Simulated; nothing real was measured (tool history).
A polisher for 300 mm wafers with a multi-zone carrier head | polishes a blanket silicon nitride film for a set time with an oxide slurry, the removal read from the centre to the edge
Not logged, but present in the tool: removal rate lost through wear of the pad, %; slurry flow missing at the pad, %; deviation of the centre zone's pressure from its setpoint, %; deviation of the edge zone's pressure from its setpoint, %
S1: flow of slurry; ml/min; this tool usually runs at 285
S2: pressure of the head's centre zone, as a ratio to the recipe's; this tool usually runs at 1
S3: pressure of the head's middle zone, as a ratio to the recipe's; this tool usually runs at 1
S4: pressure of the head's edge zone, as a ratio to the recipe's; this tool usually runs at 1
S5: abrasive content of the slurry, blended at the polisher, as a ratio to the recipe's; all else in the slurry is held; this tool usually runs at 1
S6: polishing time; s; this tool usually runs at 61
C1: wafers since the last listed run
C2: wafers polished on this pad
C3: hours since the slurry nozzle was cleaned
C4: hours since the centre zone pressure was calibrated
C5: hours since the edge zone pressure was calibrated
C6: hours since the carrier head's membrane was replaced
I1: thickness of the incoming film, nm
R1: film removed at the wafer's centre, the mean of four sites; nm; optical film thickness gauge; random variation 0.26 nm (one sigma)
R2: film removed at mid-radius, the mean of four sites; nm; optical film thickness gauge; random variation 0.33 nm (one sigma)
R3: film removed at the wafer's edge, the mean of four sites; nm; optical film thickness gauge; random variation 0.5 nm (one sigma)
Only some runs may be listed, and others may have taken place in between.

| run | day | S1 | S2 | S3 | S4 | S5 | S6 | C1 | C2 | C3 | C4 | C5 | C6 | I1 | R1 | R2 | R3 |
|---|---|---|---|---|---|---|---|---|---|---|---|---|---|---|---|---|---|
| 1 | 0 | 285 | 1 | 1 | 1 | 1 | 61 | 0 | 1010 | 468.8 | 641.1 | 543.4 | 525.9 | 344 | 39.1 | 39.1 | 39.9 |
| 2 | 0.604 | 285 | 1 | 1 | 1 | 1 | 61 | 149 | 1159 | 483.3 | 655.6 | 557.9 | 540.4 | 337.7 | 39.5 | 39.2 | 40 |
|  | 0.962 | worn pad replaced by a new one |
|  | 1.467 | carrier head's membrane replaced by a new one |
| 3 | 1.858 | 285 | 1 | 0.93 | 1 | 1 | 61 | 217 | 170 | 513.4 | 685.7 | 588 | 9.4 | 342.3 | 38.8 | 37 | 40.4 |
|  | 2.038 | slurry nozzle cleaned |
| 4 | 2.517 | 285 | 1 | 0.93 | 1 | 1 | 61 | 152 | 322 | 11.5 | 701.5 | 603.8 | 25.2 | 345.4 | 39.2 | 37 | 39.7 |
| 5 | 2.917 | 255 | 1 | 1 | 1 | 0.9 | 61 | 98 | 421 | 21.1 | 711.1 | 613.4 | 34.8 | 337.5 | 36.3 | 36.7 | 37 |
| 6 | 3.317 | 285 | 1.05 | 1 | 1 | 1 | 61 | 98 | 520 | 30.7 | 720.7 | 623 | 44.4 | 334.8 | 41.3 | 39.2 | 39.9 |
|  | 3.775 | centre zone pressure recalibrated |
| 7 | 3.992 | 230 | 1 | 1 | 1 | 1 | 61 | 146 | 666 | 46.9 | 5.2 | 639.2 | 60.6 | 339.2 | 39 | 39 | 39.4 |
| 8 | 4.533 | 285 | 1 | 1.06 | 1 | 1 | 51 | 133 | 800 | 59.9 | 18.2 | 652.2 | 73.6 | 339.8 | 33.1 | 34.1 | 33.6 |
|  | 4.621 | edge zone pressure recalibrated |
|  | 5.062 | worn pad replaced by a new one |
| 9 | 5.146 | 285 | 1 | 1 | 1 | 1 | 61 | 89 | 20 | 74.6 | 32.9 | 12.6 | 88.3 | 337.5 | 39.1 | 39 | 39.7 |
| 10 | 5.512 | 285 | 1 | 1 | 1 | 1 | 61 | 90 | 111 | 83.4 | 41.7 | 21.4 | 97.1 | 338.8 | 39 | 39.4 | 39.9 |
| 11 | 5.817 | 285 | 1 | 1 | 1 | 1 | 69 | 75 | 186 | 90.7 | 49 | 28.7 | 104.4 | 335.1 | 44.1 | 44.8 | 45.1 |
| 12 | 6.517 | 285 | 1 | 1 | 1 | 0.9 | 61 | 172 | 359 | 107.5 | 65.8 | 45.5 | 121.2 | 332.9 | 37.4 | 37.1 | 38 |
| 13 | 7.017 | 375 | 1 | 1 | 1.06 | 1 | 61 | 123 | 482 | 119.5 | 77.8 | 57.5 | 133.2 | 336.9 | 40.2 | 40.2 | 41.4 |
| 14 | 9.221 | 285 | 1 | 1 | 0.95 | 1 | 61 | 544 | 1027 | 172.4 | 130.7 | 110.4 | 186.1 | 337.2 | 38.8 | 39.7 | 39.4 |
|  | 9.929 | worn pad replaced by a new one |
| 15 | 9.95 | 310 | 1 | 1 | 1.07 | 1 | 61 | 138 | 5 | 189.9 | 148.2 | 127.9 | 203.6 | 332.8 | 39.3 | 39.8 | 41.3 |
| 16 | 10.412 | 205 | 1 | 1.03 | 1 | 0.8 | 75 | 114 | 119 | 201 | 159.3 | 139 | 214.7 | 339.4 | 41.4 | 43.6 | 43.3 |
| 17 | 10.983 | 285 | 1.09 | 1.07 | 1 | 0.85 | 44 | 141 | 260 | 214.7 | 173 | 152.7 | 228.4 | 337.1 | 28 | 27.4 | 25.9 |
| 18 | 11.388 | 285 | 1 | 1 | 1 | 0.85 | 50 | 99 | 360 | 224.4 | 182.7 | 162.4 | 238.1 | 339.8 | 29.6 | 29.7 | 30.2 |
| 19 | 11.8 | 285 | 1 | 1 | 1 | 1 | 61 | 101 | 462 | 234.3 | 192.6 | 172.3 | 248 | 338.6 | 39.3 | 39.1 | 39.7 |
| 20 | 12.512 | 285 | 1 | 1 | 1 | 1 | 61 | 176 | 638 | 251.4 | 209.7 | 189.4 | 265.1 | 333.6 | 39.3 | 39 | 40.8 |
| 21 | 13.075 | 220 | 1.1 | 1 | 1 | 1 | 61 | 138 | 777 | 264.9 | 223.2 | 202.9 | 278.6 | 339.7 | 42.3 | 38.3 | 39.5 |
| 22 | 13.712 | 285 | 1.05 | 0.91 | 0.93 | 1.15 | 61 | 157 | 934 | 280.2 | 238.5 | 218.2 | 293.9 | 340.9 | 44 | 38.7 | 41 |

Take each entry between the runs: how does the hidden state at the last listed run before it differ from the hidden state at the first listed run after it?
Logged between run 2 and run 3: worn pad replaced by a new one (day 0.962); carrier head's membrane replaced by a new one (day 1.467)
  both runs share identical hidden conditions
Logged between run 3 and run 4: slurry nozzle cleaned (day 2.038)
  both runs share identical hidden conditions
Logged between run 6 and run 7: centre zone pressure recalibrated (day 3.775)
  both runs share identical hidden conditions
Logged between run 8 and run 9: edge zone pressure recalibrated (day 4.621); worn pad replaced by a new one (day 5.062)
  both runs share identical hidden conditions
Logged between run 14 and run 15: worn pad replaced by a new one (day 9.929)
  both runs share identical hidden conditions
